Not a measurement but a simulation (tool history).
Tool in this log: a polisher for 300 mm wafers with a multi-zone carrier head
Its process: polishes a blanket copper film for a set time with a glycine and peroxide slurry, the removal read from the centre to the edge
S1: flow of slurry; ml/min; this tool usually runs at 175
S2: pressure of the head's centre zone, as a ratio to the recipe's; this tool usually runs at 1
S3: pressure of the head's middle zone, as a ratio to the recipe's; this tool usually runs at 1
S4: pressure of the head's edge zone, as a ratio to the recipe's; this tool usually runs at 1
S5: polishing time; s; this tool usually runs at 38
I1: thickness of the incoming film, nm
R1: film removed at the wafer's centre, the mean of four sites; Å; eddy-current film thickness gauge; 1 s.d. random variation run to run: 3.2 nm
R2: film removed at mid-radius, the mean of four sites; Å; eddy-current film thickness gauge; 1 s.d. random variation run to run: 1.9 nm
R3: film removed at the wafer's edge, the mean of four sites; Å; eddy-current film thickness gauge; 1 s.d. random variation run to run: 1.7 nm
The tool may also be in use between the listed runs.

run	day	S1	S2	S3	S4	S5	I1	R1	R2	R3
1	0	135	1.04	1	1	47	1515.1	2374	2323	2431
2	3.55	175	1	1	0.9	38	1541.1	2028	2015	1956
3	5.312	175	1	1	1	38	1544.5	2022	2035	2063
# day 9.117: slurry nozzle cleaned
4	9.612	140	0.97	1	1	38	1488.7	2066	2138	2141
5	12.9	175	1	1	1	38	1520.9	2153	2160	2152
6	16.775	205	0.95	1	1	46	1514.7	2465	2724	2650
7	18.875	155	1.11	0.92	1	32	1508.8	1885	1638	1748
# day 19.492: centre zone pressure recalibrated
8	22.721	175	1	1	1	38	1523.3	2094	2089	2110
9	25.558	175	1	1	1	50	1514.9	2658	2734	2754
10	29.183	175	1	1	1	38	1544.8	2023	2042	2083
# day 29.575: worn pad replaced by a new one
# day 35.704: edge zone pressure recalibrated
11	37.938	175	1	1	1	38	1519.7	1981	1992	2075
# day 38.342: carrier head's membrane replaced by a new one, of another model than before
12	39.496	175	1	1.05	1	31	1512.2	1614	1726	1679
13	42.492	205	1.07	0.96	1	38	1525.7	2169	1978	2095
# day 43.829: slurry nozzle cleaned
14	44.867	215	1	1	1	29	1528.2	1743	1753	1713
15	49.075	130	1.1	1.11	1	38	1547.6	2110	2286	2078
16	52.85	175	1	1	1	38	1519.3	2096	2111	2096
# day 62.229: worn pad replaced by a new one
# day 63.867: centre zone pressure recalibrated
17	64.233	175	1	1	1	38	1526.4	2028	2079	2067
18	68.017	175	1	1	1	26	1526.1	1360	1403	1424
19	71.212	175	1	1.06	1	38	1515.7	2035	2148	2026
# day 74.125: slurry nozzle cleaned
# day 75.083: edge zone pressure recalibrated
20	75.417	175	0.95	1	1	31	1514.5	1747	1822	1779
21	77.729	175	1.12	1	1	49	1506.6	3035	2837	2834
22	80.842	215	1	1	1	29	1496.7	1691	1691	1681
23	82.612	200	1	1.06	1.04	26	1537.3	1527	1604	1488

For each run, the measured value with the value that run would have given without the tool's hidden condition subtracted. The run-to-run variation is shared by both, the gauge scatter possibly not:
Hidden conditions of the tool in this case: removal rate lost through wear of the pad, %; slurry flow missing at the pad, %; deviation of the centre zone's pressure from its setpoint, %; deviation of the edge zone's pressure from its setpoint, %.
run	R1	R2	R3
1	-341	-287	-201
2	-237	-205	-140
3	-242	-213	-152
4	-19	-17	-12
5	-62	-55	-40
6	-110	-108	-76
7	-137	-104	-78
8	-174	-152	-109
9	-252	-227	-161
10	-218	-192	-138
11	-254	-223	-162
12	-211	-197	-133
13	-247	-197	-149
14	-11	-10	-7
15	-98	-92	-58
16	-115	-103	-73
17	-206	-184	-129
18	-151	-137	-97
19	-239	-220	-145
20	-18	-16	-12
21	-76	-63	-45
22	-59	-53	-39
23	-72	-66	-45

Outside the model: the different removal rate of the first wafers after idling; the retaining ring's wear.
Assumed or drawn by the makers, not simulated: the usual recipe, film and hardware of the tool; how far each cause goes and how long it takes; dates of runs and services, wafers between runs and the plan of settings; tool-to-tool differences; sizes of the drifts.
